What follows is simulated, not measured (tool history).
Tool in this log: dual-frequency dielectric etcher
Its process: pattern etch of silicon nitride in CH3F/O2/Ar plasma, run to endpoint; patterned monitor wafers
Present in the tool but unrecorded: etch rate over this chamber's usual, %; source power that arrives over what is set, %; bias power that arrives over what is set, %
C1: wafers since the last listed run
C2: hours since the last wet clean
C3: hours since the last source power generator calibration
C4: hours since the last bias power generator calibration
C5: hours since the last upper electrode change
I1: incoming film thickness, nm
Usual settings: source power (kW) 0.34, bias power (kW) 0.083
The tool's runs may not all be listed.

{"run": 1, "hour": 0.0, "source power (kW)": 0.32, "bias power (kW)": 0.083, "C1": 0, "C2": 43.1, "C3": 2237.3, "C4": 3307.5, "C5": 1584.4, "I1": 35.66, "endpoint time (s)": 51.5}
{"run": 2, "hour": 73.1, "source power (kW)": 0.34, "bias power (kW)": 0.083, "C1": 789, "C2": 116.2, "C3": 2310.4, "C4": 3380.6, "C5": 1657.5, "I1": 35.73, "endpoint time (s)": 50.7}
{"run": 3, "hour": 179.6, "source power (kW)": 0.34, "bias power (kW)": 0.083, "C1": 1150, "C2": 222.7, "C3": 2416.9, "C4": 3487.1, "C5": 1764, "I1": 35.65, "endpoint time (s)": 50.8}
{"run": 4, "hour": 220.0, "source power (kW)": 0.37, "bias power (kW)": 0.083, "C1": 436, "C2": 263.1, "C3": 2457.3, "C4": 3527.5, "C5": 1804.4, "I1": 36, "endpoint time (s)": 50.1}
{"run": 5, "hour": 289.5, "source power (kW)": 0.37, "bias power (kW)": 0.083, "C1": 750, "C2": 332.6, "C3": 2526.8, "C4": 3597, "C5": 1873.9, "I1": 36.15, "endpoint time (s)": 50.8}
{"run": 6, "hour": 382.5, "source power (kW)": 0.31, "bias power (kW)": 0.083, "C1": 1004, "C2": 425.6, "C3": 2619.8, "C4": 3690, "C5": 1966.9, "I1": 35.69, "endpoint time (s)": 53}
{"run": 7, "hour": 489.3, "source power (kW)": 0.32, "bias power (kW)": 0.067, "C1": 1153, "C2": 532.4, "C3": 2726.6, "C4": 3796.8, "C5": 2073.7, "I1": 35.7, "endpoint time (s)": 57.6}
{"run": 8, "hour": 552.8, "source power (kW)": 0.32, "bias power (kW)": 0.067, "C1": 686, "C2": 595.9, "C3": 2790.1, "C4": 3860.3, "C5": 2137.2, "I1": 36.22, "endpoint time (s)": 58.7}
{"hour": 578.3, "done": "wet clean of the chamber"}
{"run": 9, "hour": 589.1, "source power (kW)": 0.32, "bias power (kW)": 0.067, "C1": 132, "C2": 10.8, "C3": 2826.4, "C4": 3896.6, "C5": 2173.5, "I1": 35.94, "endpoint time (s)": 55.9}
{"hour": 689.7, "done": "upper electrode replaced"}
{"run": 10, "hour": 690.2, "source power (kW)": 0.34, "bias power (kW)": 0.075, "C1": 833, "C2": 111.9, "C3": 2927.5, "C4": 3997.7, "C5": 0.5, "I1": 35.92, "endpoint time (s)": 53}
{"run": 11, "hour": 777.2, "source power (kW)": 0.34, "bias power (kW)": 0.075, "C1": 940, "C2": 198.9, "C3": 3014.5, "C4": 4084.7, "C5": 87.5, "I1": 35.75, "endpoint time (s)": 52.9}
{"run": 12, "hour": 883.0, "source power (kW)": 0.27, "bias power (kW)": 0.07, "C1": 1143, "C2": 304.7, "C3": 3120.3, "C4": 4190.5, "C5": 193.3, "I1": 35.99, "endpoint time (s)": 58.9}
{"run": 13, "hour": 924.8, "source power (kW)": 0.37, "bias power (kW)": 0.07, "C1": 451, "C2": 346.5, "C3": 3162.1, "C4": 4232.3, "C5": 235.1, "I1": 35.89, "endpoint time (s)": 53.9}
{"run": 14, "hour": 973.7, "source power (kW)": 0.29, "bias power (kW)": 0.093, "C1": 528, "C2": 395.4, "C3": 3211, "C4": 4281.2, "C5": 284, "I1": 35.72, "endpoint time (s)": 51.9}
{"hour": 1039.7, "done": "source power generator calibrated"}
{"run": 15, "hour": 1081.0, "source power (kW)": 0.34, "bias power (kW)": 0.083, "C1": 1116, "C2": 502.7, "C3": 41.3, "C4": 4388.5, "C5": 391.3, "I1": 36.24, "endpoint time (s)": 53.2}
{"hour": 1139.1, "done": "wet clean of the chamber"}
{"run": 16, "hour": 1185.4, "source power (kW)": 0.39, "bias power (kW)": 0.097, "C1": 868, "C2": 46.3, "C3": 145.7, "C4": 4492.9, "C5": 495.7, "I1": 35.54, "endpoint time (s)": 45.8}
{"run": 17, "hour": 1258.0, "source power (kW)": 0.29, "bias power (kW)": 0.07, "C1": 784, "C2": 118.9, "C3": 218.3, "C4": 4565.5, "C5": 568.3, "I1": 36.1, "endpoint time (s)": 57.4}
{"run": 18, "hour": 1353.8, "source power (kW)": 0.4, "bias power (kW)": 0.096, "C1": 1035, "C2": 214.7, "C3": 314.1, "C4": 4661.3, "C5": 664.1, "I1": 36.33, "endpoint time (s)": 47.2}
{"hour": 1370.7, "done": "bias power generator calibrated"}
{"run": 19, "hour": 1396.1, "source power (kW)": 0.4, "bias power (kW)": 0.07, "C1": 413, "C2": 257, "C3": 356.4, "C4": 25.4, "C5": 706.4, "I1": 36.17, "endpoint time (s)": 52.8}
{"run": 20, "hour": 1444.1, "source power (kW)": 0.34, "bias power (kW)": 0.083, "C1": 518, "C2": 305, "C3": 404.4, "C4": 73.4, "C5": 754.4, "I1": 36.02, "endpoint time (s)": 52.4}
{"run": 21, "hour": 1528.4, "source power (kW)": 0.29, "bias power (kW)": 0.095, "C1": 910, "C2": 389.3, "C3": 488.7, "C4": 157.7, "C5": 838.7, "I1": 35.79, "endpoint time (s)": 51.4}
{"hour": 1716.1, "done": "wet clean of the chamber"}
{"run": 22, "hour": 1745.5, "source power (kW)": 0.29, "bias power (kW)": 0.089, "C1": 2086, "C2": 29.4, "C3": 705.8, "C4": 374.8, "C5": 1055.8, "I1": 35.85, "endpoint time (s)": 52.1}

For each run, what was the tool's unlogged condition?
source power that arrives over what is set, %: 0 in every run
bias power that arrives over what is set, %: 0 in every run
H1: etch rate over this chamber's usual, %
run=1 H1=-0.153
run=2 H1=-0.638
run=3 H1=-1.35
run=4 H1=-1.61
run=5 H1=-2.07
run=6 H1=-2.69
run=7 H1=-3.4
run=8 H1=-3.82
run=9 H1=0.0602
run=10 H1=-0.611
run=11 H1=-1.19
run=12 H1=-1.89
run=13 H1=-2.17
run=14 H1=-2.49
run=15 H1=-3.21
run=16 H1=-0.407
run=17 H1=-0.889
run=18 H1=-1.52
run=19 H1=-1.81
run=20 H1=-2.12
run=21 H1=-2.68
run=22 H1=-0.837

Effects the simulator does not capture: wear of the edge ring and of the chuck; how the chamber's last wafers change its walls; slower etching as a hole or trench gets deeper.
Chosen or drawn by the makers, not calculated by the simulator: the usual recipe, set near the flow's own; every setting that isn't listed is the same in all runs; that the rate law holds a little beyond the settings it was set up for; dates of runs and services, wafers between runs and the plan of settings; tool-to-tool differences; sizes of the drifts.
